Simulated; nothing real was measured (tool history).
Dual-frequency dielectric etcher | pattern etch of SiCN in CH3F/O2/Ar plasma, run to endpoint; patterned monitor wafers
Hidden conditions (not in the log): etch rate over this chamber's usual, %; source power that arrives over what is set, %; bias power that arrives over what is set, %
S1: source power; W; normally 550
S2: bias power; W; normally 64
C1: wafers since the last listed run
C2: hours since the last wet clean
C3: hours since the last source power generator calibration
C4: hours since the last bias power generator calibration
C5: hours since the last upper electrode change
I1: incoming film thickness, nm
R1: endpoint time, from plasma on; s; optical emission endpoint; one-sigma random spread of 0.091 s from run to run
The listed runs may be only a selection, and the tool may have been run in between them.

| run | hour | S1 | S2 | C1 | C2 | C3 | C4 | C5 | I1 | R1 |
|---|---|---|---|---|---|---|---|---|---|---|
| 1 | 0 | 550 | 64 | 0 | 397.3 | 3271.7 | 4597.1 | 3927.3 | 8.37 | 21.9 |
| 2 | 28.9 | 550 | 64 | 263 | 426.2 | 3300.6 | 4626 | 3956.2 | 8.37 | 21.8 |
| 3 | 98.1 | 550 | 64 | 630 | 495.4 | 3369.8 | 4695.2 | 4025.4 | 8.38 | 22.1 |
|  | 145.8 | wet clean of the chamber |
| 4 | 146.3 | 470 | 76 | 220 | 0.5 | 3418 | 4743.4 | 4073.6 | 8.51 | 21.2 |
| 5 | 151.9 | 470 | 76 | 50 | 6.1 | 3423.6 | 4749 | 4079.2 | 8.4 | 21.1 |
| 6 | 187 | 460 | 53 | 319 | 41.2 | 3458.7 | 4784.1 | 4114.3 | 8.43 | 24.2 |
| 7 | 220 | 460 | 53 | 300 | 74.2 | 3491.7 | 4817.1 | 4147.3 | 8.34 | 23.8 |
| 8 | 246 | 460 | 53 | 236 | 100.2 | 3517.7 | 4843.1 | 4173.3 | 8.42 | 24.3 |
| 9 | 260.7 | 550 | 64 | 133 | 114.9 | 3532.4 | 4857.8 | 4188 | 8.36 | 21.3 |
| 10 | 291.5 | 550 | 64 | 280 | 145.7 | 3563.2 | 4888.6 | 4218.8 | 8.35 | 21.5 |
| 11 | 315 | 550 | 58 | 213 | 169.2 | 3586.7 | 4912.1 | 4242.3 | 8.39 | 22.3 |
| 12 | 336.5 | 550 | 58 | 195 | 190.7 | 3608.2 | 4933.6 | 4263.8 | 8.41 | 22.5 |
| 13 | 351.5 | 550 | 64 | 136 | 205.7 | 3623.2 | 4948.6 | 4278.8 | 8.44 | 21.6 |
| 14 | 383 | 550 | 64 | 286 | 237.2 | 3654.7 | 4980.1 | 4310.3 | 8.36 | 21.7 |
|  | 389.1 | bias power generator calibrated |
| 15 | 403.3 | 480 | 58 | 148 | 257.5 | 3675 | 14.2 | 4330.6 | 8.32 | 23 |
| 16 | 421.8 | 490 | 75 | 168 | 276 | 3693.5 | 32.7 | 4349.1 | 8.39 | 21.4 |
| 17 | 434.7 | 470 | 54 | 117 | 288.9 | 3706.4 | 45.6 | 4362 | 8.38 | 24.1 |
| 18 | 464.2 | 630 | 64 | 268 | 318.4 | 3735.9 | 75.1 | 4391.5 | 8.42 | 21.1 |
| 19 | 536.1 | 550 | 64 | 654 | 390.3 | 3807.8 | 147 | 4463.4 | 8.39 | 21.8 |
| 20 | 557 | 650 | 56 | 190 | 411.2 | 3828.7 | 167.9 | 4484.3 | 8.46 | 21.9 |
|  | 585.6 | upper electrode replaced |
| 21 | 586.7 | 550 | 80 | 51 | 440.9 | 3858.4 | 197.6 | 1.1 | 8.46 | 20.5 |
| 22 | 604.2 | 550 | 64 | 159 | 458.4 | 3875.9 | 215.1 | 18.6 | 8.47 | 22.3 |
| 23 | 616.5 | 430 | 58 | 111 | 470.7 | 3888.2 | 227.4 | 30.9 | 8.43 | 24.6 |
| 24 | 646.7 | 610 | 64 | 274 | 500.9 | 3918.4 | 257.6 | 61.1 | 8.42 | 21.5 |
| 25 | 676.1 | 460 | 53 | 267 | 530.3 | 3947.8 | 287 | 90.5 | 8.35 | 24.6 |
|  | 695.8 | source power generator calibrated |
|  | 703.1 | wet clean of the chamber |
| 26 | 710.2 | 550 | 55 | 207 | 7.1 | 14.4 | 321.1 | 124.6 | 8.42 | 22.7 |
| 27 | 745.7 | 450 | 55 | 323 | 42.6 | 49.9 | 356.6 | 160.1 | 8.37 | 23.8 |
| 28 | 768.9 | 510 | 80 | 211 | 65.8 | 73.1 | 379.8 | 183.3 | 8.26 | 19.9 |
| 29 | 803 | 550 | 76 | 310 | 99.9 | 107.2 | 413.9 | 217.4 | 8.49 | 20.4 |
| 30 | 820.1 | 470 | 71 | 155 | 117 | 124.3 | 431 | 234.5 | 8.4 | 21.7 |
| 31 | 855.3 | 620 | 80 | 320 | 152.2 | 159.5 | 466.2 | 269.7 | 8.45 | 19.3 |
| 32 | 879.8 | 550 | 64 | 223 | 176.7 | 184 | 490.7 | 294.2 | 8.34 | 21.2 |
| 33 | 893.3 | 430 | 51 | 122 | 190.2 | 197.5 | 504.2 | 307.7 | 8.53 | 25.6 |
| 34 | 906.4 | 610 | 78 | 119 | 203.3 | 210.6 | 517.3 | 320.8 | 8.34 | 19.4 |
| 35 | 933.2 | 610 | 70 | 244 | 230.1 | 237.4 | 544.1 | 347.6 | 8.38 | 20.2 |

Here are 4 independent what-if runs from the current tool condition. What would each one return?
| A | 933.6 | 550 | 64 | 3 | 230.5 | 237.8 | 544.5 | 348 | 8.48 | ? |
| B | 933.6 | 690 | 78 | 3 | 230.5 | 237.8 | 544.5 | 348 | 8.48 | ? |
| C | 933.6 | 640 | 51 | 3 | 230.5 | 237.8 | 544.5 | 348 | 8.48 | ? |
| D | 933.6 | 640 | 64 | 3 | 230.5 | 237.8 | 544.5 | 348 | 8.48 | ? |

| run | R1 |
|---|---|
| A | 21.9 |
| B | 19.1 |
| C | 22.5 |
| D | 20.9 |
Had the tool no hidden state, the same runs would have come out as:
| run | R1 |
|---|---|
| A | 21.5 |
| B | 18.8 |
| C | 22.2 |
| D | 20.6 |
